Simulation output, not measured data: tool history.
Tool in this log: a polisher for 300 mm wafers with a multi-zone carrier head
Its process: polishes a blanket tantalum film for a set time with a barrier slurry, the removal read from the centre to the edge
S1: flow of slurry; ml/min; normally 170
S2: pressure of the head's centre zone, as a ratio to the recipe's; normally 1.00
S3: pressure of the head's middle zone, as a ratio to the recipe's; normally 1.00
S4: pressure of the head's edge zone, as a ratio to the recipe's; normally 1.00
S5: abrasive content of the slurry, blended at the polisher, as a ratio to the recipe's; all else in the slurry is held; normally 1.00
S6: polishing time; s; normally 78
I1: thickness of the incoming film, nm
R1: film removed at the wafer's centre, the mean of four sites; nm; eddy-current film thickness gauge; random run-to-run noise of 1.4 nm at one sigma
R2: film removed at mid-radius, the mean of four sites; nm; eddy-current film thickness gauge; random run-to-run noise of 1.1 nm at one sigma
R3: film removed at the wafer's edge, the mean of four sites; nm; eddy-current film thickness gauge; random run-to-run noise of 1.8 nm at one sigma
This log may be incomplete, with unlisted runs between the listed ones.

run,day,S1,S2,S3,S4,S5,S6,I1,R1,R2,R3
1,0.000,170,1.00,1.00,1.00,1.00,78,345.5,129.7,131.2,132.9
2,0.250,170,1.00,1.00,1.00,1.00,78,344.9,128.8,130.0,130.7
3,1.983,170,1.00,1.00,1.00,1.00,78,339.5,126.2,128.0,129.9
4,2.633,170,1.00,1.00,1.00,1.00,78,339.7,126.8,128.4,127.5
5,3.317,170,1.00,1.00,1.00,1.00,78,342.4,127.3,128.1,131.4
6,3.629,170,1.00,1.00,1.00,1.00,78,342.3,124.9,128.6,129.7
# day 4.050: worn pad replaced by a new one
7,4.092,170,1.00,1.00,1.00,1.00,78,344.3,122.1,121.8,124.5
8,4.762,170,1.00,1.00,1.00,1.00,78,342.1,116.0,117.9,122.0
9,5.438,170,1.00,1.00,1.00,1.00,78,341.9,115.5,116.2,120.6
# day 5.950: slurry nozzle cleaned
10,6.042,170,1.00,1.00,1.00,1.00,78,340.9,115.2,114.1,118.5
# day 6.354: worn pad replaced by a new one, repeated, since the last time left the tool worse
11,6.375,170,1.00,0.93,1.00,1.20,52,337.3,95.3,90.0,99.4
12,6.675,170,1.00,1.00,1.00,1.00,78,342.3,134.7,134.8,137.1
# day 7.092: carrier head's membrane replaced by a new one
13,7.112,150,1.00,0.89,0.89,1.00,78,342.3,128.5,118.7,126.0
14,7.629,170,1.00,1.00,1.00,0.85,78,335.0,121.4,122.0,126.4
# day 7.862: centre zone pressure recalibrated
# day 8.383: edge zone pressure recalibrated
15,8.404,170,1.00,1.00,1.00,1.00,78,340.6,128.3,130.2,131.0
16,8.729,150,0.95,1.00,1.00,1.00,104,341.5,159.7,168.9,173.8
17,9.358,170,1.00,1.00,1.00,1.30,78,341.6,140.2,139.9,142.4
18,10.000,170,1.00,1.00,0.97,1.00,68,339.4,111.5,111.0,112.7
19,10.383,170,1.05,1.00,1.00,1.00,78,336.2,134.7,127.5,131.2
20,10.771,170,0.92,1.00,0.96,1.00,60,337.3,89.6,98.8,98.4

How would selected steps in R1 from run to run divide? Give the signed amount a tool lacking its hidden state would still show from settings, what came in and random variation, and the signed amount left for the hidden state, including any gauge scatter that is not in both of the compared results.
What the log doesn't record here: removal rate lost through wear of the pad, %; slurry flow missing at the pad, %; deviation of the centre zone's pressure from its setpoint, %; deviation of the edge zone's pressure from its setpoint, %.
Run 6 -> 7: worn pad replaced by a new one. R1 -2.8 nm: hidden state -7.5, all else +4.7.
Run 10 -> 11: S3 1.00 -> 0.93, S5 1.00 -> 1.20, S6 78 -> 52, worn pad replaced by a new one, repeated, since the last time left the tool worse. R1 -19.9 nm: hidden state +20.6, all else -40.5.
Run 11 -> 12: S3 0.93 -> 1.00, S5 1.20 -> 1.00, S6 52 -> 78. R1 +39.4 nm: hidden state -1.5, all else +40.9.
Run 19 -> 20: S2 1.05 -> 0.92, S4 1.00 -> 0.96, S6 78 -> 60. R1 -45.1 nm: hidden state +2.6, all else -47.7.
